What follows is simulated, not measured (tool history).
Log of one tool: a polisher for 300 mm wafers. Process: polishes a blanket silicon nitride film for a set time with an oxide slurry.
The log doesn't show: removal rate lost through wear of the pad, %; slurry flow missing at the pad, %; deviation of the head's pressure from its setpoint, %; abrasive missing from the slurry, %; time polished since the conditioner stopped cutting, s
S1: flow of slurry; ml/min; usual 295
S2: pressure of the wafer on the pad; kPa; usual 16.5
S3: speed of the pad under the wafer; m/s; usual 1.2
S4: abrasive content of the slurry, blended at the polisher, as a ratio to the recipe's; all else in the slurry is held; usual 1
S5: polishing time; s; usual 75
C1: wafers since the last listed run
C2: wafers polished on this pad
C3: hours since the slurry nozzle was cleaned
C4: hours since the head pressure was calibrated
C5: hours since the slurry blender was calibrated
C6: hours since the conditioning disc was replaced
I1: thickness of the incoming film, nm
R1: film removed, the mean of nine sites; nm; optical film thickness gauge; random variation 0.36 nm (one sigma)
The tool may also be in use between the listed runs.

| run | hour | S1 | S2 | S3 | S4 | S5 | C1 | C2 | C3 | C4 | C5 | C6 | I1 | R1 |
|---|---|---|---|---|---|---|---|---|---|---|---|---|---|---|
| 1 | 0 | 295 | 16.5 | 1.2 | 1 | 75 | 0 | 824 | 38.3 | 214.3 | 235.9 | 470.9 | 615.9 | 30.2 |
| 2 | 10 | 295 | 16.5 | 1.2 | 1 | 75 | 129 | 954 | 48.3 | 224.3 | 245.9 | 480.9 | 613.8 | 30.1 |
|  | 21.4 | worn pad replaced by a new one |
| 3 | 26.3 | 295 | 16.5 | 1.2 | 1 | 75 | 159 | 62 | 64.6 | 240.6 | 262.2 | 497.2 | 619.8 | 32.7 |
| 4 | 43.8 | 335 | 16.5 | 1.2 | 1 | 75 | 226 | 289 | 82.1 | 258.1 | 279.7 | 514.7 | 621.1 | 31.6 |
| 5 | 58 | 335 | 16.5 | 1.2 | 1 | 75 | 183 | 472 | 96.3 | 272.3 | 293.9 | 528.9 | 615.1 | 30.9 |
| 6 | 67.6 | 295 | 16.5 | 1.2 | 0.9 | 75 | 124 | 596 | 105.9 | 281.9 | 303.5 | 538.5 | 629.2 | 29 |
| 7 | 75 | 295 | 16.5 | 1.2 | 0.9 | 75 | 95 | 692 | 113.3 | 289.3 | 310.9 | 545.9 | 616.6 | 29.3 |
| 8 | 86.2 | 340 | 20 | 1.2 | 1 | 75 | 144 | 837 | 124.5 | 300.5 | 322.1 | 557.1 | 616.8 | 36.8 |
| 9 | 102.6 | 295 | 16.5 | 1.2 | 1 | 68 | 212 | 1049 | 140.9 | 316.9 | 338.5 | 573.5 | 631.5 | 27.3 |
|  | 110.2 | conditioning disc replaced and pad reconditioned |
|  | 111.2 | worn pad replaced by a new one |
|  | 116.3 | head pressure recalibrated |
| 10 | 120.4 | 295 | 16.5 | 1.08 | 1 | 75 | 164 | 92 | 158.7 | 4.1 | 356.3 | 10.2 | 612.4 | 28.2 |
| 11 | 126.5 | 295 | 16.5 | 1.08 | 1 | 75 | 78 | 171 | 164.8 | 10.2 | 362.4 | 16.3 | 628.6 | 27.7 |
| 12 | 133.9 | 295 | 16.5 | 0.96 | 1 | 75 | 95 | 267 | 172.2 | 17.6 | 369.8 | 23.7 | 620.3 | 25.4 |
| 13 | 144 | 295 | 11 | 1.32 | 1 | 75 | 130 | 398 | 182.3 | 27.7 | 379.9 | 33.8 | 630.4 | 22.4 |
|  | 148.7 | slurry blender recalibrated |
| 14 | 158.6 | 295 | 11.7 | 1.2 | 1 | 75 | 162 | 561 | 196.9 | 42.3 | 9.9 | 48.4 | 617.9 | 21.4 |
| 15 | 167.7 | 340 | 16.5 | 1.34 | 0.85 | 59 | 117 | 678 | 206 | 51.4 | 19 | 57.5 | 611.5 | 24 |
| 16 | 174.1 | 295 | 16.5 | 1.2 | 1 | 75 | 82 | 761 | 212.4 | 57.8 | 25.4 | 63.9 | 614.8 | 28.9 |
| 17 | 186.8 | 295 | 16.5 | 1.46 | 1 | 75 | 164 | 925 | 225.1 | 70.5 | 38.1 | 76.6 | 631.2 | 33.2 |
| 18 | 204.2 | 385 | 16.5 | 1.2 | 0.8 | 89 | 225 | 1150 | 242.5 | 87.9 | 55.5 | 94 | 619.5 | 32.3 |
|  | 214.5 | slurry nozzle cleaned |
|  | 215 | worn pad replaced by a new one |
| 19 | 215.5 | 260 | 16.5 | 1.56 | 0.9 | 75 | 127 | 6 | 1 | 99.2 | 66.8 | 105.3 | 620.7 | 39.1 |
| 20 | 225.4 | 215 | 13.8 | 1 | 1 | 75 | 128 | 134 | 10.9 | 109.1 | 76.7 | 115.2 | 620.3 | 22.7 |
| 21 | 233.7 | 370 | 20 | 1.2 | 0.7 | 58 | 107 | 242 | 19.2 | 117.4 | 85 | 123.5 | 616.6 | 26.2 |
| 22 | 245.5 | 295 | 11.7 | 1.2 | 1 | 50 | 152 | 394 | 31 | 129.2 | 96.8 | 135.3 | 622.1 | 15.3 |
| 23 | 251.6 | 295 | 16.5 | 1.2 | 1 | 75 | 78 | 473 | 37.1 | 135.3 | 102.9 | 141.4 | 619.8 | 30.2 |
| 24 | 268.9 | 295 | 16.5 | 1.2 | 1 | 75 | 223 | 697 | 54.4 | 152.6 | 120.2 | 158.7 | 610.2 | 30.6 |
| 25 | 280.7 | 295 | 16.5 | 1.2 | 1 | 75 | 152 | 850 | 66.2 | 164.4 | 132 | 170.5 | 627.2 | 29.9 |
| 26 | 298.1 | 295 | 20.7 | 1.2 | 0.85 | 75 | 225 | 1075 | 83.6 | 181.8 | 149.4 | 187.9 | 620.8 | 35.2 |
|  | 306.8 | worn pad replaced by a new one |
| 27 | 307.3 | 295 | 16.5 | 1.2 | 1 | 82 | 67 | 6 | 92.8 | 191 | 158.6 | 197.1 | 626.5 | 36.9 |

3 ways to go on from here, each from the tool as it stands after run 27. What would each give?
| A | 307.7 | 295 | 16.5 | 1.2 | 1 | 75 | 5 | 11 | 93.2 | 191.4 | 159 | 197.5 | 613.6 | ? |
| B | 307.7 | 205 | 13.8 | 1.2 | 1.15 | 66 | 5 | 11 | 93.2 | 191.4 | 159 | 197.5 | 613.6 | ? |
| C | 307.7 | 320 | 16.5 | 0.9 | 1 | 58 | 5 | 11 | 93.2 | 191.4 | 159 | 197.5 | 613.6 | ? |

| run | R1 |
|---|---|
| A | 34.2 |
| B | 25.9 |
| C | 21.1 |
Without the tool's hidden state the same runs would have given:
| run | R1 |
|---|---|
| A | 33.1 |
| B | 25.1 |
| C | 20.4 |
